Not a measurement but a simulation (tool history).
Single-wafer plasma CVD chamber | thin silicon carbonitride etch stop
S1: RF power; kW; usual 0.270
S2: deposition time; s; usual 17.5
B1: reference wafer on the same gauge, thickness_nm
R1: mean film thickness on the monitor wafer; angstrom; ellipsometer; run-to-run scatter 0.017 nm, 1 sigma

| run | hour | S1 | S2 | B1 | R1 |
|---|---|---|---|---|---|
| 1 | 0.0 | 0.270 | 17.5 | 12.497 | 107.42 |
| 2 | 27.7 | 0.270 | 17.5 | 12.500 | 107.58 |
| 3 | 42.1 | 0.270 | 17.5 | 12.496 | 107.43 |
| 4 | 67.0 | 0.285 | 17.5 | 12.499 | 109.39 |
| 5 | 99.8 | 0.270 | 16.2 | 12.501 | 99.60 |
| 6 | 125.7 | 0.270 | 16.2 | 12.500 | 99.50 |
| 7 | 148.7 | 0.270 | 16.2 | 12.501 | 99.49 |
| 8 | 161.5 | 0.270 | 18.6 | 12.501 | 114.09 |
| 9 | 197.1 | 0.270 | 18.6 | 12.503 | 114.21 |
|  | 198.4 | gauge calibrated |
| 10 | 232.3 | 0.270 | 17.5 | 12.501 | 107.46 |
|  | 243.7 | showerhead replaced |
|  | 246.1 | RF generator calibrated |
|  | 250.9 | thermocouple changed; heater temperature recalibrated |
| 11 | 261.9 | 0.270 | 17.5 | 12.505 | 109.65 |
| 12 | 296.1 | 0.270 | 17.5 | 12.495 | 109.69 |
| 13 | 325.4 | 0.270 | 17.5 | 12.497 | 109.47 |
| 14 | 352.8 | 0.320 | 14.2 | 12.496 | 93.31 |
| 15 | 386.1 | 0.315 | 19.5 | 12.496 | 126.85 |
| 16 | 408.4 | 0.300 | 17.5 | 12.498 | 112.43 |
| 17 | 428.4 | 0.225 | 18.5 | 12.496 | 108.97 |
| 18 | 460.4 | 0.295 | 17.5 | 12.503 | 111.67 |
| 19 | 486.1 | 0.290 | 14.6 | 12.501 | 92.61 |
| 20 | 505.7 | 0.230 | 14.7 | 12.501 | 86.87 |
| 21 | 518.8 | 0.270 | 15.7 | 12.507 | 97.24 |
| 22 | 539.2 | 0.320 | 14.7 | 12.500 | 95.58 |
| 23 | 573.7 | 0.270 | 17.5 | 12.494 | 108.28 |
| 24 | 587.7 | 0.270 | 14.6 | 12.501 | 90.42 |
| 25 | 613.3 | 0.325 | 14.3 | 12.499 | 93.23 |

Branching from run 25: 3 alternative next runs. What would each branch give?
| A | 613.7 | 0.290 | 17.5 | ? | ? |
| B | 613.7 | 0.230 | 15.7 | ? | ? |
| C | 613.7 | 0.295 | 20.4 | ? | ? |

| run | B1 | R1 |
|---|---|---|
| A | 12.502 | 110.40 |
| B | 12.502 | 92.61 |
| C | 12.502 | 129.33 |
Without the tool's hidden state the same runs would have given:
| run | R1 |
|---|---|
| A | 112.44 |
| B | 94.33 |
| C | 131.73 |
